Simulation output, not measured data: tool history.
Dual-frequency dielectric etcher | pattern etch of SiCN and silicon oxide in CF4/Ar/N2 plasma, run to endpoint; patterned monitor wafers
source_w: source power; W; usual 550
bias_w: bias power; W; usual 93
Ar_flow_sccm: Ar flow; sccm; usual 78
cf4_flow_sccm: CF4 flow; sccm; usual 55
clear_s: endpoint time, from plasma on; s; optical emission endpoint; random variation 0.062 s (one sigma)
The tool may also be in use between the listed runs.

run	day	source_w	bias_w	Ar_flow_sccm	cf4_flow_sccm	wafers since the last listed run	hours since the last wet clean	hours since the last source power generator calibration	hours since the last bias power generator calibration	hours since the last Ar flow controller change	hours since the last CF4 flow controller change	hours since the last upper electrode change	incoming incoming film thickness, nm	clear_s
1	0.000	550	93	78	46	0	147.3	94.5	752.0	3362.8	2745.8	3996.2	15.11	12.8
# day 1.092: upper electrode replaced
2	1.717	550	80	78	55	254	188.5	135.7	793.2	3404.0	2787.0	15.0	15.19	13.2
3	5.392	550	109	78	55	1304	276.7	223.9	881.4	3492.2	2875.2	103.2	15.42	12.6
4	8.496	550	109	78	55	1102	351.2	298.4	955.9	3566.7	2949.7	177.7	15.24	12.5
5	12.383	620	93	78	55	1380	444.5	391.7	1049.2	3660.0	3043.0	271.0	15.14	11.4
6	14.729	550	93	78	55	832	500.8	448.0	1105.5	3716.3	3099.3	327.3	15.19	13.0
# day 16.746: wet clean of the chamber
7	16.971	550	93	78	55	440	5.4	501.8	1159.3	3770.1	3153.1	381.1	15.12	12.3
# day 18.250: CF4 flow controller replaced
8	28.054	470	72	78	61	3845	271.4	767.8	1425.3	4036.1	235.3	647.1	15.05	15.4
9	30.029	550	104	63	65	701	318.8	815.2	1472.7	4083.5	282.7	694.5	15.26	11.9
10	34.250	460	93	78	64	1498	420.1	916.5	1574.0	4184.8	384.0	795.8	15.21	15.4
# day 36.667: bias power generator calibrated
# day 37.842: Ar flow controller replaced
11	37.862	490	93	92	45	1134	506.8	1003.2	28.7	0.5	470.7	882.5	15.32	15.2
# day 40.325: wet clean of the chamber
12	40.896	460	93	78	65	721	13.7	1076.0	101.5	73.3	543.5	955.3	15.23	15.1
13	42.525	550	93	78	55	578	52.8	1115.1	140.6	112.4	582.6	994.4	15.19	12.4
14	44.058	550	93	78	55	544	89.6	1151.9	177.4	149.2	619.4	1031.2	15.24	12.6
15	45.667	550	93	72	55	570	128.2	1190.5	216.0	187.8	658.0	1069.8	15.07	12.4
16	55.521	550	93	90	65	3498	364.7	1427.0	452.5	424.3	894.5	1306.3	15.27	12.8
17	59.896	550	98	78	55	1553	469.7	1532.0	557.5	529.3	999.5	1411.3	15.07	12.6
18	62.104	550	93	78	55	783	522.7	1585.0	610.5	582.3	1052.5	1464.3	15.17	12.9
19	66.308	510	93	66	51	1492	623.6	1685.9	711.4	683.2	1153.4	1565.2	15.13	14.0
# day 67.633: wet clean of the chamber
20	69.629	550	93	78	55	823	47.9	1765.6	791.1	762.9	1233.1	1644.9	15.10	12.4
21	72.779	650	93	62	44	1118	123.5	1841.2	866.7	838.5	1308.7	1720.5	15.25	10.3
22	74.667	550	83	78	68	670	168.8	1886.5	912.0	883.8	1354.0	1765.8	15.15	12.5
23	76.179	550	75	96	61	536	205.1	1922.8	948.3	920.1	1390.3	1802.1	15.20	13.3
24	78.092	550	84	78	55	678	251.0	1968.7	994.2	966.0	1436.2	1848.0	15.21	12.9

Hidden state or all else? Some run-to-run changes of clear_s, split into what the settings, what came in and random variation would give without the hidden state, and what is left for the hidden state (with any gauge scatter that isn't in both results):
The hidden state here: etch rate over this chamber's usual, %; source power that arrives over what is set, %; bias power that arrives over what is set, %; Ar flow that arrives over what is set, %; CF4 flow that arrives over what is set, %.
Run 6 -> 7: wet clean of the chamber. clear_s -0.7 s: hidden state -0.6, all else -0.1.
Run 8 -> 9: source_w 470 -> 550, bias_w 72 -> 104, Ar_flow_sccm 78 -> 63, cf4_flow_sccm 61 -> 65. clear_s -3.5 s: hidden state +0.1, all else -3.6.
Run 9 -> 10: source_w 550 -> 460, bias_w 104 -> 93, Ar_flow_sccm 63 -> 78, cf4_flow_sccm 65 -> 64. clear_s +3.5 s: hidden state +0.1, all else +3.4.
Run 19 -> 20: source_w 510 -> 550, Ar_flow_sccm 66 -> 78, cf4_flow_sccm 51 -> 55, wet clean of the chamber. clear_s -1.6 s: hidden state -0.7, all else -0.9.
